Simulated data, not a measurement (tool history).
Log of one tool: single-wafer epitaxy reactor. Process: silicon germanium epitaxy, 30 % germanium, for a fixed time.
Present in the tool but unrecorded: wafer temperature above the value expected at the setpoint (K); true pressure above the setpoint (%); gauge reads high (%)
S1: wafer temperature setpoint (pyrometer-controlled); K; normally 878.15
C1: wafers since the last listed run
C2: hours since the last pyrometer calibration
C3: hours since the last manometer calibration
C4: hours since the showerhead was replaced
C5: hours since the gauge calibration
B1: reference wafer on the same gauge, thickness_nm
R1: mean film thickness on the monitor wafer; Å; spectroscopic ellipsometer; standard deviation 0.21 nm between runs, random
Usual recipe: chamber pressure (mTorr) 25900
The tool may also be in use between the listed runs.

{"run": 1, "hour": 0.0, "S1": 878.15, "chamber pressure (mTorr)": 27800, "C1": 0, "C2": 3059.7, "C3": 939.1, "C4": 3988.1, "C5": 440.2, "B1": 83.316, "R1": 699.54}
{"run": 2, "hour": 6.8, "S1": 878.15, "chamber pressure (mTorr)": 27800, "C1": 136, "C2": 3066.5, "C3": 945.9, "C4": 3994.9, "C5": 447.0, "B1": 83.314, "R1": 699.97}
{"run": 3, "hour": 23.5, "S1": 868.15, "chamber pressure (mTorr)": 25900, "C1": 335, "C2": 3083.2, "C3": 962.6, "C4": 4011.6, "C5": 463.7, "B1": 83.287, "R1": 553.31}
{"run": 4, "hour": 38.9, "S1": 868.15, "chamber pressure (mTorr)": 25900, "C1": 309, "C2": 3098.6, "C3": 978.0, "C4": 4027.0, "C5": 479.1, "B1": 83.303, "R1": 555.87}
{"run": 5, "hour": 56.7, "S1": 878.15, "chamber pressure (mTorr)": 25900, "C1": 357, "C2": 3116.4, "C3": 995.8, "C4": 4044.8, "C5": 496.9, "B1": 83.323, "R1": 684.6}
{"run": 6, "hour": 73.3, "S1": 878.15, "chamber pressure (mTorr)": 25900, "C1": 333, "C2": 3133.0, "C3": 1012.4, "C4": 4061.4, "C5": 513.5, "B1": 83.341, "R1": 686.76}
{"run": 7, "hour": 86.8, "S1": 889.15, "chamber pressure (mTorr)": 22300, "C1": 271, "C2": 3146.5, "C3": 1025.9, "C4": 4074.9, "C5": 527.0, "B1": 83.296, "R1": 823.63}
{"run": 8, "hour": 99.4, "S1": 889.15, "chamber pressure (mTorr)": 22300, "C1": 253, "C2": 3159.1, "C3": 1038.5, "C4": 4087.5, "C5": 539.6, "B1": 83.357, "R1": 824.74}
{"run": 9, "hour": 113.6, "S1": 889.15, "chamber pressure (mTorr)": 22300, "C1": 285, "C2": 3173.3, "C3": 1052.7, "C4": 4101.7, "C5": 553.8, "B1": 83.306, "R1": 822.81}
{"run": 10, "hour": 131.0, "S1": 872.15, "chamber pressure (mTorr)": 25900, "C1": 349, "C2": 3190.7, "C3": 1070.1, "C4": 4119.1, "C5": 571.2, "B1": 83.355, "R1": 606.66}
{"hour": 144.5, "done": "capacitance manometer re-zeroed and calibrated"}
{"run": 11, "hour": 145.0, "S1": 878.15, "chamber pressure (mTorr)": 25900, "C1": 120, "C2": 3204.7, "C3": 0.5, "C4": 4133.1, "C5": 585.2, "B1": 83.307, "R1": 674.63}
{"run": 12, "hour": 154.8, "S1": 878.15, "chamber pressure (mTorr)": 25900, "C1": 197, "C2": 3214.5, "C3": 10.3, "C4": 4142.9, "C5": 595.0, "B1": 83.204, "R1": 670.57}
{"run": 13, "hour": 161.2, "S1": 878.15, "chamber pressure (mTorr)": 28100, "C1": 128, "C2": 3220.9, "C3": 16.7, "C4": 4149.3, "C5": 601.4, "B1": 83.331, "R1": 694.68}
{"run": 14, "hour": 175.3, "S1": 878.15, "chamber pressure (mTorr)": 25900, "C1": 283, "C2": 3235.0, "C3": 30.8, "C4": 4163.4, "C5": 615.5, "B1": 83.33, "R1": 674.53}
{"run": 15, "hour": 183.0, "S1": 878.15, "chamber pressure (mTorr)": 31000, "C1": 154, "C2": 3242.7, "C3": 38.5, "C4": 4171.1, "C5": 623.2, "B1": 83.294, "R1": 716.09}
{"run": 16, "hour": 199.4, "S1": 863.15, "chamber pressure (mTorr)": 27600, "C1": 329, "C2": 3259.1, "C3": 54.9, "C4": 4187.5, "C5": 639.6, "B1": 83.311, "R1": 498.26}
{"hour": 213.5, "done": "showerhead replaced"}
{"run": 17, "hour": 214.0, "S1": 886.15, "chamber pressure (mTorr)": 19900, "C1": 132, "C2": 3273.7, "C3": 69.5, "C4": 0.5, "C5": 654.2, "B1": 83.268, "R1": 736.25}
{"hour": 216.1, "done": "gauge calibrated"}
{"run": 18, "hour": 231.0, "S1": 878.15, "chamber pressure (mTorr)": 25900, "C1": 341, "C2": 3290.7, "C3": 86.5, "C4": 17.5, "C5": 14.9, "B1": 83.291, "R1": 673.19}
{"run": 19, "hour": 237.3, "S1": 871.15, "chamber pressure (mTorr)": 29300, "C1": 126, "C2": 3297.0, "C3": 92.8, "C4": 23.8, "C5": 21.2, "B1": 83.319, "R1": 603.18}
{"run": 20, "hour": 254.0, "S1": 893.15, "chamber pressure (mTorr)": 22200, "C1": 335, "C2": 3313.7, "C3": 109.5, "C4": 40.5, "C5": 37.9, "B1": 83.328, "R1": 871.78}
{"run": 21, "hour": 267.7, "S1": 878.15, "chamber pressure (mTorr)": 27900, "C1": 275, "C2": 3327.4, "C3": 123.2, "C4": 54.2, "C5": 51.6, "B1": 83.29, "R1": 685.91}
{"run": 22, "hour": 277.9, "S1": 883.15, "chamber pressure (mTorr)": 32200, "C1": 205, "C2": 3337.6, "C3": 133.4, "C4": 64.4, "C5": 61.8, "B1": 83.408, "R1": 802.11}
{"run": 23, "hour": 292.4, "S1": 886.15, "chamber pressure (mTorr)": 25900, "C1": 291, "C2": 3352.1, "C3": 147.9, "C4": 78.9, "C5": 76.3, "B1": 83.394, "R1": 796.52}
{"hour": 309.7, "done": "pyrometer calibrated"}
{"run": 24, "hour": 310.2, "S1": 874.15, "chamber pressure (mTorr)": 22500, "C1": 197, "C2": 0.5, "C3": 165.7, "C4": 96.7, "C5": 94.1, "B1": 83.262, "R1": 682.66}
{"run": 25, "hour": 316.9, "S1": 878.15, "chamber pressure (mTorr)": 25900, "C1": 134, "C2": 7.2, "C3": 172.4, "C4": 103.4, "C5": 100.8, "B1": 83.316, "R1": 774.18}
{"run": 26, "hour": 332.5, "S1": 878.15, "chamber pressure (mTorr)": 20900, "C1": 313, "C2": 22.8, "C3": 188.0, "C4": 119.0, "C5": 116.4, "B1": 83.31, "R1": 721.6}
{"run": 27, "hour": 343.2, "S1": 878.15, "chamber pressure (mTorr)": 25900, "C1": 215, "C2": 33.5, "C3": 198.7, "C4": 129.7, "C5": 127.1, "B1": 83.202, "R1": 770.52}
{"run": 28, "hour": 351.5, "S1": 878.15, "chamber pressure (mTorr)": 31900, "C1": 166, "C2": 41.8, "C3": 207.0, "C4": 138.0, "C5": 135.4, "B1": 83.324, "R1": 822.73}
{"run": 29, "hour": 358.5, "S1": 866.15, "chamber pressure (mTorr)": 25900, "C1": 140, "C2": 48.8, "C3": 214.0, "C4": 145.0, "C5": 142.4, "B1": 83.334, "R1": 599.92}
{"run": 30, "hour": 369.6, "S1": 883.15, "chamber pressure (mTorr)": 23300, "C1": 223, "C2": 59.9, "C3": 225.1, "C4": 156.1, "C5": 153.5, "B1": 83.309, "R1": 826.34}
{"run": 31, "hour": 380.9, "S1": 885.15, "chamber pressure (mTorr)": 22600, "C1": 227, "C2": 71.2, "C3": 236.4, "C4": 167.4, "C5": 164.8, "B1": 83.321, "R1": 847.17}
{"run": 32, "hour": 394.6, "S1": 878.15, "chamber pressure (mTorr)": 25900, "C1": 275, "C2": 84.9, "C3": 250.1, "C4": 181.1, "C5": 178.5, "B1": 83.312, "R1": 764.34}
{"run": 33, "hour": 406.4, "S1": 889.15, "chamber pressure (mTorr)": 31200, "C1": 237, "C2": 96.7, "C3": 261.9, "C4": 192.9, "C5": 190.3, "B1": 83.272, "R1": 1013.59}
{"run": 34, "hour": 434.2, "S1": 887.15, "chamber pressure (mTorr)": 28100, "C1": 559, "C2": 124.5, "C3": 289.7, "C4": 220.7, "C5": 218.1, "B1": 83.322, "R1": 942.76}
{"run": 35, "hour": 446.6, "S1": 865.15, "chamber pressure (mTorr)": 29000, "C1": 249, "C2": 136.9, "C3": 302.1, "C4": 233.1, "C5": 230.5, "B1": 83.308, "R1": 602.75}
{"run": 36, "hour": 474.1, "S1": 893.15, "chamber pressure (mTorr)": 22100, "C1": 552, "C2": 164.4, "C3": 329.6, "C4": 260.6, "C5": 258.0, "B1": 83.372, "R1": 977.58}

Each row is a separate what-if for the run after 36, all from the same tool condition, not one after another. Results?
{"run": "A", "hour": 474.5, "S1": 874.15, "chamber pressure (mTorr)": 25900, "C1": 8, "C2": 164.8, "C3": 330.0, "C4": 261.0, "C5": 258.4, "B1": "?", "R1": "?"}
{"run": "B", "hour": 474.5, "S1": 869.15, "chamber pressure (mTorr)": 28600, "C1": 8, "C2": 164.8, "C3": 330.0, "C4": 261.0, "C5": 258.4, "B1": "?", "R1": "?"}
{"run": "C", "hour": 474.5, "S1": 878.15, "chamber pressure (mTorr)": 23200, "C1": 8, "C2": 164.8, "C3": 330.0, "C4": 261.0, "C5": 258.4, "B1": "?", "R1": "?"}

run=A B1=83.327 R1=698.39
run=B B1=83.327 R1=649.22
run=C B1=83.327 R1=732.96
What these runs would have given with no unlogged condition in the tool:
run=A R1=703.56
run=B R1=654.11
run=C R1=738.32
